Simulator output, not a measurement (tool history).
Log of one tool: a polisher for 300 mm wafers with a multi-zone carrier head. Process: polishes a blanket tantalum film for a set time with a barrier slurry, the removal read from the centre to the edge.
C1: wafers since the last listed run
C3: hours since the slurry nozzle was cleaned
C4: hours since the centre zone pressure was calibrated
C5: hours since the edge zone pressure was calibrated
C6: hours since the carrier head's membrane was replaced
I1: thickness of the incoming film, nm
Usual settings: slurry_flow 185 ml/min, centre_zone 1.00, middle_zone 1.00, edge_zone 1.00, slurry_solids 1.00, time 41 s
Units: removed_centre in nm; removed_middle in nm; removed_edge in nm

Run 1, hour 0.0: usual settings; C1 0; wafers polished on this pad 431; C3 156.7; C4 703.0; C5 581.6; C6 1065.3; I1 212.3. Result: removed_centre 69.3 nm, removed_middle 68.0 nm, removed_edge 68.2 nm.
At hour 20.8: worn pad replaced by a new one.
Run 2, hour 21.3: usual settings; C1 297; wafers polished on this pad 8; C3 178.0; C4 724.3; C5 602.9; C6 1086.6; I1 208.8. Result: removed_centre 68.7 nm, removed_middle 68.1 nm, removed_edge 69.6 nm.
Run 3, hour 33.1: usual settings but centre_zone 0.96, time 32 s; C1 203; wafers polished on this pad 211; C3 189.8; C4 736.1; C5 614.7; C6 1098.4; I1 212.6. Result: removed_centre 51.6 nm, removed_middle 53.6 nm, removed_edge 53.6 nm.
Run 4, hour 40.2: usual settings but centre_zone 0.96, time 32 s; C1 122; wafers polished on this pad 334; C3 196.9; C4 743.2; C5 621.8; C6 1105.5; I1 207.5. Result: removed_centre 51.7 nm, removed_middle 53.8 nm, removed_edge 54.0 nm.
Run 5, hour 56.8: usual settings but centre_zone 0.96, time 32 s; C1 285; wafers polished on this pad 619; C3 213.5; C4 759.8; C5 638.4; C6 1122.1; I1 208.1. Result: removed_centre 50.6 nm, removed_middle 52.8 nm, removed_edge 54.9 nm.
At hour 71.9: worn pad replaced by a new one.
At hour 76.0: carrier head's membrane replaced by a new one.
Run 6, hour 76.5: usual settings but time 45 s; C1 200; wafers polished on this pad 8; C3 233.2; C4 779.5; C5 658.1; C6 0.5; I1 207.1. Result: removed_centre 75.0 nm, removed_middle 75.1 nm, removed_edge 77.2 nm.
Run 7, hour 77.1: usual settings but time 45 s; C1 10; wafers polished on this pad 19; C3 233.8; C4 780.1; C5 658.7; C6 1.1; I1 212.6. Result: removed_centre 75.2 nm, removed_middle 73.3 nm, removed_edge 76.4 nm.
Run 8, hour 86.8: usual settings; C1 166; wafers polished on this pad 186; C3 243.5; C4 789.8; C5 668.4; C6 10.8; I1 206.0. Result: removed_centre 68.2 nm, removed_middle 69.1 nm, removed_edge 68.2 nm.
Run 9, hour 93.6: usual settings; C1 117; wafers polished on this pad 303; C3 250.3; C4 796.6; C5 675.2; C6 17.6; I1 212.1. Result: removed_centre 67.8 nm, removed_middle 68.0 nm, removed_edge 68.8 nm.
At hour 108.1: centre zone pressure recalibrated.
Run 10, hour 108.8: usual settings but slurry_flow 220 ml/min; C1 227; wafers polished on this pad 530; C3 265.5; C4 0.7; C5 690.4; C6 32.8; I1 210.2. Result: removed_centre 69.3 nm, removed_middle 69.8 nm, removed_edge 70.6 nm.
At hour 121.1: worn pad replaced by a new one.
Run 11, hour 121.6: usual settings but middle_zone 0.91; C1 151; wafers polished on this pad 8; C3 278.3; C4 13.5; C5 703.2; C6 45.6; I1 209.5. Result: removed_centre 68.8 nm, removed_middle 62.7 nm, removed_edge 68.8 nm.
Run 12, hour 158.2: usual settings but centre_zone 1.04, middle_zone 1.10, time 53 s; C1 629; wafers polished on this pad 638; C3 314.9; C4 50.1; C5 739.8; C6 82.2; I1 213.8. Result: removed_centre 91.7 nm, removed_middle 96.7 nm, removed_edge 88.1 nm.
At hour 170.9: worn pad replaced by a new one.
At hour 172.1: slurry nozzle cleaned.
Run 13, hour 175.4: usual settings but slurry_flow 230 ml/min, centre_zone 0.97, edge_zone 0.90, time 31 s; C1 209; wafers polished on this pad 59; C3 3.3; C4 67.3; C5 757.0; C6 99.4; I1 207.4. Result: removed_centre 51.8 nm, removed_middle 52.4 nm, removed_edge 50.7 nm.
At hour 177.8: edge zone pressure recalibrated.
Run 14, hour 192.6: usual settings but time 45 s; C1 261; wafers polished on this pad 321; C3 20.5; C4 84.5; C5 14.8; C6 116.6; I1 206.2. Result: removed_centre 75.3 nm, removed_middle 75.6 nm, removed_edge 77.0 nm.
Run 15, hour 198.8: usual settings but slurry_flow 205 ml/min, centre_zone 0.92; C1 106; wafers polished on this pad 428; C3 26.7; C4 90.7; C5 21.0; C6 122.8; I1 211.1. Result: removed_centre 64.4 nm, removed_middle 69.6 nm, removed_edge 71.6 nm.
Run 16, hour 207.4: usual settings but slurry_flow 225 ml/min, slurry_solids 0.75; C1 148; wafers polished on this pad 576; C3 35.3; C4 99.3; C5 29.6; C6 131.4; I1 206.1. Result: removed_centre 65.9 nm, removed_middle 64.4 nm, removed_edge 65.0 nm.
Run 17, hour 216.5: usual settings but middle_zone 1.06, edge_zone 1.07, slurry_solids 0.80, time 45 s; C1 156; wafers polished on this pad 732; C3 44.4; C4 108.4; C5 38.7; C6 140.5; I1 210.7. Result: removed_centre 71.7 nm, removed_middle 75.0 nm, removed_edge 74.7 nm.
At hour 222.8: worn pad replaced by a new one.
Run 18, hour 230.3: usual settings but slurry_flow 160 ml/min, centre_zone 1.08, time 29 s; C1 168; wafers polished on this pad 129; C3 58.2; C4 122.2; C5 52.5; C6 154.3; I1 210.2. Result: removed_centre 51.3 nm, removed_middle 47.6 nm, removed_edge 48.5 nm.

How the hidden state differs across the entries between the runs, from the last listed run before each to the first after it:
Between runs 1 and 2: worn pad replaced by a new one (hour 20.8)
  no hidden state differs between the two runs
Between runs 5 and 6: worn pad replaced by a new one (hour 71.9); carrier head's membrane replaced by a new one (hour 76.0)
  no hidden state differs between the two runs
Between runs 9 and 10: centre zone pressure recalibrated (hour 108.1)
  no hidden state differs between the two runs
Between runs 10 and 11: worn pad replaced by a new one (hour 121.1)
  no hidden state differs between the two runs
Between runs 12 and 13: worn pad replaced by a new one (hour 170.9); slurry nozzle cleaned (hour 172.1)
  no hidden state differs between the two runs
Between runs 13 and 14: edge zone pressure recalibrated (hour 177.8)
  no hidden state differs between the two runs
Between runs 17 and 18: worn pad replaced by a new one (hour 222.8)
  no hidden state differs between the two runs
